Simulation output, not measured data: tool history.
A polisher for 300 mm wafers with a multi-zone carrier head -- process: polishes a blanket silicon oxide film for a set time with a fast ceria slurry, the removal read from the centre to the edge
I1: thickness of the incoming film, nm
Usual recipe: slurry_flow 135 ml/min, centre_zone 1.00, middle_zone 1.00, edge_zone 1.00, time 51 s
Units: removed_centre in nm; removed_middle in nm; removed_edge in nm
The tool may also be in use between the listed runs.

{"run": 1, "day": 0.0, "slurry_flow": 115, "centre_zone": 1.0, "middle_zone": 1.04, "edge_zone": 1.0, "time": 51, "I1": 3648.8, "removed_centre": 633.0, "removed_middle": 673.8, "removed_edge": 704.9}
{"run": 2, "day": 0.758, "slurry_flow": 115, "centre_zone": 1.0, "middle_zone": 1.04, "edge_zone": 1.0, "time": 51, "I1": 3688.2, "removed_centre": 648.7, "removed_middle": 683.2, "removed_edge": 700.8}
{"run": 3, "day": 1.788, "slurry_flow": 135, "centre_zone": 0.97, "middle_zone": 1.0, "edge_zone": 1.0, "time": 51, "I1": 3738.2, "removed_centre": 666.2, "removed_middle": 675.2, "removed_edge": 710.2}
{"day": 2.408, "done": "worn pad replaced by a new one"}
{"run": 4, "day": 2.467, "slurry_flow": 135, "centre_zone": 0.97, "middle_zone": 1.0, "edge_zone": 1.0, "time": 51, "I1": 3640.6, "removed_centre": 661.8, "removed_middle": 676.6, "removed_edge": 730.1}
{"run": 5, "day": 3.012, "slurry_flow": 135, "centre_zone": 1.0, "middle_zone": 1.02, "edge_zone": 1.0, "time": 56, "I1": 3708.1, "removed_centre": 732.5, "removed_middle": 752.1, "removed_edge": 790.3}
{"run": 6, "day": 3.788, "slurry_flow": 135, "centre_zone": 1.0, "middle_zone": 1.0, "edge_zone": 1.0, "time": 55, "I1": 3688.9, "removed_centre": 717.7, "removed_middle": 737.8, "removed_edge": 780.8}
{"run": 7, "day": 4.396, "slurry_flow": 135, "centre_zone": 1.0, "middle_zone": 1.0, "edge_zone": 1.0, "time": 55, "I1": 3700.9, "removed_centre": 733.1, "removed_middle": 738.6, "removed_edge": 783.4}
{"run": 8, "day": 5.154, "slurry_flow": 135, "centre_zone": 1.0, "middle_zone": 0.96, "edge_zone": 1.0, "time": 51, "I1": 3669.0, "removed_centre": 670.3, "removed_middle": 656.8, "removed_edge": 717.2}
{"run": 9, "day": 6.558, "slurry_flow": 135, "centre_zone": 1.0, "middle_zone": 1.0, "edge_zone": 1.0, "time": 51, "I1": 3731.5, "removed_centre": 663.9, "removed_middle": 678.6, "removed_edge": 708.6}
{"run": 10, "day": 7.138, "slurry_flow": 120, "centre_zone": 1.0, "middle_zone": 0.94, "edge_zone": 0.96, "time": 51, "I1": 3643.1, "removed_centre": 650.3, "removed_middle": 620.6, "removed_edge": 682.3}
{"day": 7.783, "done": "worn pad replaced by a new one"}
{"day": 7.933, "done": "carrier head's membrane replaced by a new one"}
{"day": 8.446, "done": "slurry nozzle cleaned"}
{"run": 11, "day": 8.604, "slurry_flow": 180, "centre_zone": 1.0, "middle_zone": 1.0, "edge_zone": 1.0, "time": 51, "I1": 3634.6, "removed_centre": 815.4, "removed_middle": 801.2, "removed_edge": 809.6}
{"run": 12, "day": 9.883, "slurry_flow": 135, "centre_zone": 1.06, "middle_zone": 1.09, "edge_zone": 1.0, "time": 51, "I1": 3613.3, "removed_centre": 807.1, "removed_middle": 817.3, "removed_edge": 794.7}
{"run": 13, "day": 10.633, "slurry_flow": 160, "centre_zone": 1.0, "middle_zone": 1.0, "edge_zone": 1.0, "time": 58, "I1": 3728.6, "removed_centre": 908.4, "removed_middle": 879.1, "removed_edge": 901.7}
{"run": 14, "day": 11.196, "slurry_flow": 135, "centre_zone": 1.0, "middle_zone": 1.05, "edge_zone": 1.0, "time": 51, "I1": 3663.9, "removed_centre": 764.8, "removed_middle": 777.8, "removed_edge": 764.8}
{"run": 15, "day": 12.533, "slurry_flow": 135, "centre_zone": 1.0, "middle_zone": 1.02, "edge_zone": 1.0, "time": 56, "I1": 3623.3, "removed_centre": 839.4, "removed_middle": 843.7, "removed_edge": 849.8}

Run 16 has not been measured yet. What should we expect?
{"day": 13.108, "done": "worn pad replaced by a new one"}
{"run": 16, "day": 13.696, "slurry_flow": 135, "centre_zone": 0.9, "middle_zone": 0.95, "edge_zone": 1.1, "time": 61, "I1": 3673.2, "removed_centre": "?", "removed_middle": "?", "removed_edge": "?"}

{"run 16": {"removed_centre": 807.5, "removed_middle": 852.9, "removed_edge": 967.7}}
The same run, on a tool lacking any hidden state, would have yielded removed_centre 841.3 nm, removed_middle 884.3 nm, removed_edge 992.5 nm.
